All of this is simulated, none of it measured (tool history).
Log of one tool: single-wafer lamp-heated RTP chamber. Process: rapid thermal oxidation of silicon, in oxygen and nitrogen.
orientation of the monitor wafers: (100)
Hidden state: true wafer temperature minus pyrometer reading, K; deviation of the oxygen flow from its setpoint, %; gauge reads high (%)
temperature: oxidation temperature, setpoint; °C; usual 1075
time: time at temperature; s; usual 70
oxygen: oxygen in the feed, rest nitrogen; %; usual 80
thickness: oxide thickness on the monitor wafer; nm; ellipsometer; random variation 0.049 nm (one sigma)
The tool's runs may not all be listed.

run     day  temperature  time  oxygen  wafers since the last listed run  wafers since the last pyrometer calibration  hours since the oxygen flow controller was replaced  hours since the gauge calibration  read-back reference wafer on the same gauge, thickness  thickness
  1   0.000         1075    45      80                                 0                                         1701                                               4083.4                              102.0                                                  11.787      8.703
  2   0.638         1075    70      80                                93                                         1794                                               4098.7                              117.3                                                  11.808     10.595
  3   1.275         1066    48      80                                93                                         1888                                               4114.0                              132.6                                                  11.796      8.393
  4   2.217         1066    48      80                               138                                         2026                                               4136.6                              155.2                                                  11.801      8.433
  5   3.508         1089    70      80                               189                                         2215                                               4167.6                              186.2                                                  11.799     11.560
  6   4.600         1075    70      98                               159                                         2375                                               4193.8                              212.4                                                  11.791     11.356
  7   6.046         1075    70      80                               211                                         2587                                               4228.5                              247.1                                                  11.808     10.729
  8   7.300         1075    70      80                               183                                         2771                                               4258.6                              277.2                                                  11.798     10.627
  9   8.392         1075    70      80                               159                                         2930                                               4284.8                              303.4                                                  11.793     10.651
 10   9.833         1094    60      80                               211                                         3142                                               4319.4                              338.0                                                  11.799     11.204
 11  10.879         1094    60      80                               153                                         3295                                               4344.5                              363.1                                                  11.801     11.279
 12  12.283         1075    70      80                               205                                         3501                                               4378.2                              396.8                                                  11.799     10.783
     12.646  -- pyrometer window cleaned and pyrometer calibrated
 13  13.133         1075    70      80                                75                                           71                                               4398.6                              417.2                                                  11.789     10.254
 14  13.900         1075    70      80                               112                                          183                                               4417.0                              435.6                                                  11.786     10.387
 15  14.542         1075    70      80                                94                                          277                                               4432.4                              451.0                                                  11.811     10.357
 16  16.500         1087    70      80                               286                                          564                                               4479.4                              498.0                                                  11.785     11.264
 17  17.212         1087    70      80                               104                                          669                                               4496.5                              515.1                                                  11.806     11.246
 18  18.388         1094    43      80                               172                                          841                                               4524.7                              543.3                                                  11.793      9.391
 19  19.171         1075    70      80                               114                                          956                                               4543.5                              562.1                                                  11.799     10.461
 20  20.179         1064    70      98                               147                                         1104                                               4567.7                              586.3                                                  11.805     10.436

Run 21 comes next. What will it give?
 21  21.621         1049    70      98                               211                                         1315                                               4602.3                              620.9                                                       ?          ?

Run 21 gave read-back reference wafer on the same gauge, thickness 11.791, thickness 9.467 nm.
Without the tool's hidden state the same run would have given thickness 9.236 nm.

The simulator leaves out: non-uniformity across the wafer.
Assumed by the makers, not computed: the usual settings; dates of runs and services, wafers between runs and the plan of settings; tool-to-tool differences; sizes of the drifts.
